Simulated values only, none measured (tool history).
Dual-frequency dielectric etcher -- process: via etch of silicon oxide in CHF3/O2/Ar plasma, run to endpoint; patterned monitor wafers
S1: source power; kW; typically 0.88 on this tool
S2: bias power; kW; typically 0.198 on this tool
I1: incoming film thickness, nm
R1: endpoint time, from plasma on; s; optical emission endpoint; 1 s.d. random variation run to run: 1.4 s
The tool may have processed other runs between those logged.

run    hour    S1     S2     I1     R1
  1       0  0.71  0.215  794.2  341.8
  2    77.1  0.95  0.198  794.4  331.8
  3   115.3  0.88  0.198  803.9    343
  4     169  0.88  0.198  789.8  334.2
  5   224.8  0.88  0.198  797.4  339.8
  6   309.7  0.88  0.198  800.6  339.2
  7   372.8  0.77  0.198  793.3  349.2
  8   414.4  0.77  0.198  807.9  357.7
  9   481.9  0.88  0.198    801  337.6
 10   587.7  0.88  0.198  794.5  341.6
 11   671.3  0.88  0.198  788.8  336.6
 12   892.8  0.73  0.198  792.5  351.1
 13   998.8  0.73  0.198  796.8  350.7
 14  1048.6  0.82  0.198    800  342.3
 15  1138.9  0.88  0.198    794  332.9
 16  1222.6  0.88  0.198  798.8  336.6
 17  1306.3  0.88  0.198  794.2  334.8
 18  1374.8  0.88  0.198  792.7  331.4
 19  1430.6  0.88  0.198  796.7  331.3
 20  1490.8  1.08  0.237  783.5  284.8
 21  1584.3  0.88  0.172  797.8  353.1
 22  1706.6  0.82  0.222  788.2  327.6
 23    1763  1.06  0.222    794  303.5
 24  1847.1  0.88  0.198  801.7  339.8
 25  1944.6  0.88  0.161  796.9  364.6
 26  2026.5  0.88   0.22  790.8  320.4
 27  2077.3  0.97  0.198  787.3  319.3
 28  2121.7  0.99  0.214  791.3  308.3
 29  2181.4  0.88  0.198  792.9  331.6
 30  2300.3  0.88  0.198    797  341.4
 31  2360.1  0.81  0.198  788.5    345
 32  2396.7   0.8   0.18  791.1  358.7
 33  2499.9  1.02  0.243  793.3  293.5
 34  2547.4  1.07  0.172  790.7  329.2

Taken out of this log: 9 entries between the listed runs. Where each belongs, and how the hidden state differs across it:
Run 1 -> run 2: wet clean of the chamber (hour 66.3)
  etch rate over this chamber's usual, %: 1.7 -> -0.205; bias power that arrives over what is set, %: -0.621 -> -0.847
  measured result minus the result with no hidden state, R1: -4.9 -> +1.8 s
Run 9 -> run 10: wet clean of the chamber (hour 556.7)
  etch rate over this chamber's usual, %: 1.42 -> 0.0389; bias power that arrives over what is set, %: -2.35 -> -2.82
  measured result minus the result with no hidden state, R1: -1.5 -> +3.7 s
Run 11 -> run 12: bias power generator calibrated (hour 789.5); upper electrode replaced (hour 833)
  etch rate over this chamber's usual, %: 0.374 -> 1.26; bias power that arrives over what is set, %: -3.23 -> 0.577
  measured result minus the result with no hidden state, R1: +3.2 -> -5.2 s
Run 14 -> run 15: wet clean of the chamber (hour 1132)
  etch rate over this chamber's usual, %: 1.88 -> 0.186; bias power that arrives over what is set, %: 0.486 -> 0.398
  measured result minus the result with no hidden state, R1: -7.1 -> -1.1 s
Run 19 -> run 20: source power generator calibrated (hour 1465)
  etch rate over this chamber's usual, %: 1.35 -> 1.6; bias power that arrives over what is set, %: -0.0655 -> -0.195
  measured result minus the result with no hidden state, R1: -4.4 -> -4.4 s
Run 21 -> run 22: wet clean of the chamber (hour 1706.1)
  etch rate over this chamber's usual, %: 1.97 -> 0.199; bias power that arrives over what is set, %: -0.42 -> -0.756
  measured result minus the result with no hidden state, R1: -6.3 -> +0.4 s
Run 29 -> run 30: wet clean of the chamber (hour 2299.8)
  etch rate over this chamber's usual, %: 2.1 -> 0.000414; bias power that arrives over what is set, %: -2.51 -> -3.07
  measured result minus the result with no hidden state, R1: -3.5 -> +4.2 s
Run 30 -> run 31: bias power generator calibrated (hour 2334.4)
  etch rate over this chamber's usual, %: 0.000414 -> 0.24; bias power that arrives over what is set, %: -3.07 -> -0.41
  measured result minus the result with no hidden state, R1: +4.2 -> -0.2 s
